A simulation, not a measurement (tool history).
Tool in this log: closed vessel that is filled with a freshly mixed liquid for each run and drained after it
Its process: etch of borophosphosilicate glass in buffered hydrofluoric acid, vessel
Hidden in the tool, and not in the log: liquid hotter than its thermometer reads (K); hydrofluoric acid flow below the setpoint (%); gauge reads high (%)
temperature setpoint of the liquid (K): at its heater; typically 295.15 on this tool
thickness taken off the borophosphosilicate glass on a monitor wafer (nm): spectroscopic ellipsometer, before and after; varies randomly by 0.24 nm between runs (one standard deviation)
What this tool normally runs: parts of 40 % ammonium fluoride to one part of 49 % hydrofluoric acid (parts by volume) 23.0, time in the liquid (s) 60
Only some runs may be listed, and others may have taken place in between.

| run | hour | temperature setpoint of the liquid (K) | parts of 40 % ammonium fluoride to one part of 49 % hydrofluoric acid (parts by volume) | time in the liquid (s) | wafers since the last listed run | hours since the thermometer was replaced | hours since the hydrofluoric acid flow meter was replaced | hours since the gauge calibration | read-back film thickness of the borophosphosilicate glass reference wafer, read on the same gauge (nm) | thickness taken off the borophosphosilicate glass on a monitor wafer (nm) |
|---|---|---|---|---|---|---|---|---|---|---|
| 1 | 0.0 | 297.15 | 23.0 | 60 | 0 | 137.7 | 851.1 | 1324.7 | 140.01 | 32.22 |
|  | 18.8 | hydrofluoric acid flow meter replaced |
| 2 | 61.6 | 297.15 | 23.0 | 60 | 3977 | 199.3 | 42.8 | 1386.3 | 139.97 | 34.42 |
| 3 | 120.9 | 297.15 | 23.0 | 60 | 3892 | 258.6 | 102.1 | 1445.6 | 139.99 | 34.74 |
| 4 | 148.5 | 295.15 | 19.0 | 60 | 1811 | 286.2 | 129.7 | 1473.2 | 140.05 | 35.43 |
| 5 | 217.1 | 295.15 | 19.0 | 60 | 4502 | 354.8 | 198.3 | 1541.8 | 140.05 | 35.17 |
| 6 | 255.3 | 295.15 | 23.0 | 60 | 2507 | 393.0 | 236.5 | 1580.0 | 140.00 | 31.21 |
| 7 | 309.4 | 295.15 | 23.0 | 60 | 3550 | 447.1 | 290.6 | 1634.1 | 139.98 | 30.86 |
| 8 | 354.9 | 295.15 | 23.0 | 60 | 2986 | 492.6 | 336.1 | 1679.6 | 140.00 | 30.96 |
| 9 | 424.9 | 295.15 | 23.0 | 60 | 4594 | 562.6 | 406.1 | 1749.6 | 140.00 | 30.76 |
| 10 | 463.5 | 295.15 | 28.0 | 60 | 2533 | 601.2 | 444.7 | 1788.2 | 139.95 | 26.89 |
| 11 | 504.1 | 295.15 | 16.0 | 60 | 2664 | 641.8 | 485.3 | 1828.8 | 140.00 | 41.35 |
|  | 528.7 | gauge calibrated |
| 12 | 569.0 | 295.15 | 23.0 | 60 | 4259 | 706.7 | 550.2 | 40.3 | 139.99 | 30.88 |
| 13 | 619.4 | 295.15 | 23.0 | 60 | 3308 | 757.1 | 600.6 | 90.7 | 139.99 | 31.06 |
| 14 | 643.7 | 295.15 | 30.0 | 85 | 1594 | 781.4 | 624.9 | 115.0 | 140.05 | 34.94 |
| 15 | 702.9 | 290.15 | 25.5 | 80 | 3885 | 840.6 | 684.1 | 174.2 | 140.00 | 29.20 |
| 16 | 730.4 | 295.15 | 23.0 | 60 | 1804 | 868.1 | 711.6 | 201.7 | 139.96 | 30.80 |
| 17 | 785.0 | 295.15 | 23.0 | 60 | 3583 | 922.7 | 766.2 | 256.3 | 140.05 | 30.77 |
| 18 | 811.1 | 298.65 | 29.0 | 40 | 1713 | 948.8 | 792.3 | 282.4 | 140.03 | 20.73 |
|  | 868.1 | hydrofluoric acid flow meter replaced |
| 19 | 882.8 | 295.15 | 23.0 | 60 | 4640 | 1020.5 | 14.7 | 354.1 | 140.04 | 33.65 |
|  | 890.2 | thermometer replaced |
| 20 | 912.6 | 295.15 | 23.0 | 60 | 1890 | 22.4 | 44.5 | 383.9 | 139.97 | 31.19 |
| 21 | 962.6 | 295.15 | 23.0 | 60 | 3281 | 72.4 | 94.5 | 433.9 | 139.98 | 30.98 |
| 22 | 1017.5 | 295.15 | 15.0 | 60 | 3603 | 127.3 | 149.4 | 488.8 | 140.01 | 45.06 |
| 23 | 1077.3 | 291.65 | 23.0 | 60 | 3924 | 187.1 | 209.2 | 548.6 | 140.03 | 25.81 |
| 24 | 1140.2 | 298.15 | 20.0 | 60 | 4128 | 250.0 | 272.1 | 611.5 | 139.96 | 40.83 |
| 25 | 1184.8 | 295.15 | 23.0 | 45 | 2927 | 294.6 | 316.7 | 656.1 | 140.02 | 23.24 |
| 26 | 1217.3 | 299.65 | 23.0 | 60 | 2133 | 327.1 | 349.2 | 688.6 | 139.94 | 39.53 |
| 27 | 1252.6 | 291.15 | 30.0 | 80 | 2316 | 362.4 | 384.5 | 723.9 | 140.01 | 27.08 |
| 28 | 1314.1 | 297.65 | 23.0 | 85 | 4036 | 423.9 | 446.0 | 785.4 | 139.97 | 50.44 |
| 29 | 1385.8 | 293.15 | 14.5 | 50 | 4706 | 495.6 | 517.7 | 857.1 | 140.06 | 34.45 |
| 30 | 1447.4 | 292.65 | 17.0 | 70 | 4043 | 557.2 | 579.3 | 918.7 | 140.00 | 39.70 |
| 31 | 1493.4 | 295.15 | 23.0 | 60 | 3019 | 603.2 | 625.3 | 964.7 | 140.07 | 31.04 |
| 32 | 1534.9 | 293.65 | 25.5 | 90 | 2723 | 644.7 | 666.8 | 1006.2 | 139.99 | 39.67 |

Selected run-to-run steps in thickness taken off the borophosphosilicate glass on a monitor wafer (nm), each split into two signed amounts: the part the tool would show with no hidden state at all (from settings, incoming material and random variation), and the remainder, which goes to the hidden state together with any gauge scatter not common to the measured and the hidden-state-free results:
Run 1 -> 2: hydrofluoric acid flow meter replaced. thickness taken off the borophosphosilicate glass on a monitor wafer (nm) +2.20: hidden state +2.28, all else -0.08.
Run 18 -> 19: temperature setpoint of the liquid (K) 298.65 -> 295.15, parts of 40 % ammonium fluoride to one part of 49 % hydrofluoric acid (parts by volume) 29.0 -> 23.0, time in the liquid (s) 40 -> 60, hydrofluoric acid flow meter replaced. thickness taken off the borophosphosilicate glass on a monitor wafer (nm) +12.92: hidden state +3.52, all else +9.40.
Run 19 -> 20: thermometer replaced. thickness taken off the borophosphosilicate glass on a monitor wafer (nm) -2.46: hidden state -2.56, all else +0.10.
Run 22 -> 23: temperature setpoint of the liquid (K) 295.15 -> 291.65, parts of 40 % ammonium fluoride to one part of 49 % hydrofluoric acid (parts by volume) 15.0 -> 23.0. thickness taken off the borophosphosilicate glass on a monitor wafer (nm) -19.25: hidden state +0.31, all else -19.56.
Run 24 -> 25: temperature setpoint of the liquid (K) 298.15 -> 295.15, parts of 40 % ammonium fluoride to one part of 49 % hydrofluoric acid (parts by volume) 20.0 -> 23.0, time in the liquid (s) 60 -> 45. thickness taken off the borophosphosilicate glass on a monitor wafer (nm) -17.59: hidden state +0.01, all else -17.60.
Run 27 -> 28: temperature setpoint of the liquid (K) 291.15 -> 297.65, parts of 40 % ammonium fluoride to one part of 49 % hydrofluoric acid (parts by volume) 30.0 -> 23.0, time in the liquid (s) 80 -> 85. thickness taken off the borophosphosilicate glass on a monitor wafer (nm) +23.36: hidden state +0.36, all else +23.00.

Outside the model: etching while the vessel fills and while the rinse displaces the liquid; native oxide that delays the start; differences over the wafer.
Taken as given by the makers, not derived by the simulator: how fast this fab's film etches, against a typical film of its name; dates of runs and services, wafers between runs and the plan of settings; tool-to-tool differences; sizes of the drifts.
